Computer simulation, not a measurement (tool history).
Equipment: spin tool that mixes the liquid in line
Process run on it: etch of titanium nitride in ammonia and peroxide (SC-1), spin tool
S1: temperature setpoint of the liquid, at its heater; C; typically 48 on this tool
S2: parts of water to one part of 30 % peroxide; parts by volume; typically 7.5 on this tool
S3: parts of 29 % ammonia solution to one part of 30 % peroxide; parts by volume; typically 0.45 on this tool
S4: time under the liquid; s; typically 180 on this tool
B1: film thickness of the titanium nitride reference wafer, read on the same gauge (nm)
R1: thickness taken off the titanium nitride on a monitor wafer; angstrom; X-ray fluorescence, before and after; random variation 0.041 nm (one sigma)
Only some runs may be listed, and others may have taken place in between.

run 1 hour=0 | S1=48 S2=7.5 S3=0.45 S4=180 | B1=88.5 | R1=81.1
run 2 hour=30.1 | S1=48 S2=7.5 S3=0.45 S4=180 | B1=88.36 | R1=81
run 3 hour=65.7 | S1=48 S2=8.5 S3=0.45 S4=180 | B1=88.18 | R1=75.3
run 4 hour=98 | S1=48 S2=10 S3=0.45 S4=180 | B1=87.98 | R1=68.9
run 5 hour=110 | S1=48 S2=7.5 S3=0.45 S4=180 | B1=87.91 | R1=79.6
-- hour=132 gauge calibrated
run 6 hour=143.7 | S1=48 S2=7.5 S3=0.45 S4=180 | B1=90.17 | R1=82.8
run 7 hour=164.7 | S1=48 S2=7.5 S3=0.45 S4=180 | B1=90.18 | R1=81.8
run 8 hour=192.2 | S1=48 S2=7.5 S3=0.45 S4=250 | B1=90.16 | R1=114.9
run 9 hour=207.9 | S1=48 S2=5 S3=0.45 S4=180 | B1=90.17 | R1=100.4
run 10 hour=224.9 | S1=40.5 S2=7.5 S3=0.45 S4=180 | B1=90.15 | R1=48.3
-- hour=235.7 thermometer replaced
run 11 hour=246.6 | S1=48 S2=7.5 S3=0.4 S4=180 | B1=90.12 | R1=81.1
-- hour=254.9 new drum of ammonia solution connected
run 12 hour=264.5 | S1=56 S2=7.5 S3=0.45 S4=260 | B1=90.09 | R1=206.5
run 13 hour=293.1 | S1=45 S2=7.5 S3=0.25 S4=95 | B1=90.03 | R1=31.7
run 14 hour=327.5 | S1=54 S2=9.5 S3=0.45 S4=180 | B1=90 | R1=110
-- hour=342.7 heated supply line repaired
-- hour=348.8 ammonia flow meter replaced
run 15 hour=356.3 | S1=43 S2=7.5 S3=0.45 S4=235 | B1=89.96 | R1=75
run 16 hour=375 | S1=44 S2=9 S3=0.3 S4=125 | B1=89.89 | R1=36.4
run 17 hour=398.7 | S1=45 S2=7.5 S3=0.45 S4=180 | B1=89.85 | R1=66.1
run 18 hour=419.4 | S1=48 S2=10.5 S3=0.45 S4=180 | B1=89.8 | R1=68.8
run 19 hour=439.7 | S1=48 S2=10 S3=0.6 S4=180 | B1=89.74 | R1=74.6
run 20 hour=469.3 | S1=48 S2=7.5 S3=0.45 S4=180 | B1=89.64 | R1=81.6
run 21 hour=490.5 | S1=48 S2=7.5 S3=0.45 S4=225 | B1=89.55 | R1=101.5

Run 22 is up next; what results do you expect?
run 22 hour=525.6 | S1=48 S2=7.5 S3=0.45 S4=180 | B1=? | R1=?

B1: 89.44
R1: 81.5 angstrom
Were there no unlogged condition in the tool, this run, its random variation unchanged, would have produced R1 82 angstrom.

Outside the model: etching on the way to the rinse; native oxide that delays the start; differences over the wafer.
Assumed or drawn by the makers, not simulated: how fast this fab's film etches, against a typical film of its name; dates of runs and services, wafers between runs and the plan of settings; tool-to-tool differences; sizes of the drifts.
